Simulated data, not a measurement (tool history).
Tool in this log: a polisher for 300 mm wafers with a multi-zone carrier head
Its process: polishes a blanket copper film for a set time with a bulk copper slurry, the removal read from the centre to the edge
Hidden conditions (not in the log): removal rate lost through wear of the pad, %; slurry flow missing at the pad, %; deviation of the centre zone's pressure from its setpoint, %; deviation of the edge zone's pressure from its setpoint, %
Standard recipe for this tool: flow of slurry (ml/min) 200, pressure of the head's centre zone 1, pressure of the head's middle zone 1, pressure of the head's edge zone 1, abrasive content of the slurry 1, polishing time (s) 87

run   hour  flow of slurry (ml/min)  pressure of the head's centre zone  pressure of the head's middle zone  pressure of the head's edge zone  abrasive content of the slurry  polishing time (s)  wafers since the last listed run  wafers polished on this pad  hours since the slurry nozzle was cleaned  hours since the centre zone pressure was calibrated  hours since the edge zone pressure was calibrated  hours since the carrier head's membrane was replaced  incoming thickness of the incoming film, nm  film removed at the wafer's centre (Å)  film removed at mid-radius (Å)  film removed at the wafer's edge (Å)
  1      0                      200                                1.04                                   1                                 1                               1                  87                                 0                          372                                       17.9                                                338.8                                              119.2                                                1232.2                                       2232.1                                    7599                            7790                                  7618
  2     69                      200                                0.96                                   1                                 1                               1                  87                               471                          843                                       86.9                                                407.8                                              188.2                                                1301.2                                       2180.7                                    6981                            7861                                  7829
  3  112.2                      200                                0.96                                   1                                 1                               1                  87                               295                         1138                                      130.1                                                  451                                              231.4                                                1344.4                                       2243.6                                    6949                            7915                                  7664
  4  153.2                      200                                   1                                   1                              0.92                             0.8                  87                               280                         1419                                      171.1                                                  492                                              272.4                                                1385.4                                       2190.5                                    7067                            7547                                  7316
     186.3  -- worn pad replaced by a new one
  5  216.7                      200                                   1                                   1                              0.92                             0.8                  87                               406                          207                                      234.6                                                555.5                                              335.9                                                1448.9                                       2204.5                                    7060                            7595                                  7241
  6  271.8                      200                                   1                                   1                              0.92                             0.8                  87                               376                          584                                      289.7                                                610.6                                                391                                                  1504                                       2208.6                                    7074                            7541                                  7279
  7  372.3                      160                                   1                                   1                                 1                               1                  87                               686                         1271                                      390.2                                                711.1                                              491.5                                                1604.5                                       2223.5                                    7002                            7622                                  7577
       395  -- edge zone pressure recalibrated
     427.3  -- worn pad replaced by a new one
  8    473                      200                                1.08                                0.92                                 1                            0.75                  96                               647                          312                                      490.9                                                811.8                                                 78                                                1705.2                                       2198.7                                    8257                            7777                                  8135

Expected results for the next run?
     490.5  -- carrier head's membrane replaced by a new one
  9  560.2                      200                                   1                                   1                              0.92                             0.8                  87                               561                          873                                      578.1                                                  899                                              165.2                                                  69.7                                       2220.3                                       ?                               ?                                     ?

{"run 9": {"film removed at the wafer's centre (Å)": 6803, "film removed at mid-radius (Å)": 7531, "film removed at the wafer's edge (Å)": 7171}}
Without the tool's hidden state the same run would have given film removed at the wafer's centre (Å) 7346, film removed at mid-radius (Å) 7528, film removed at the wafer's edge (Å) 7171.
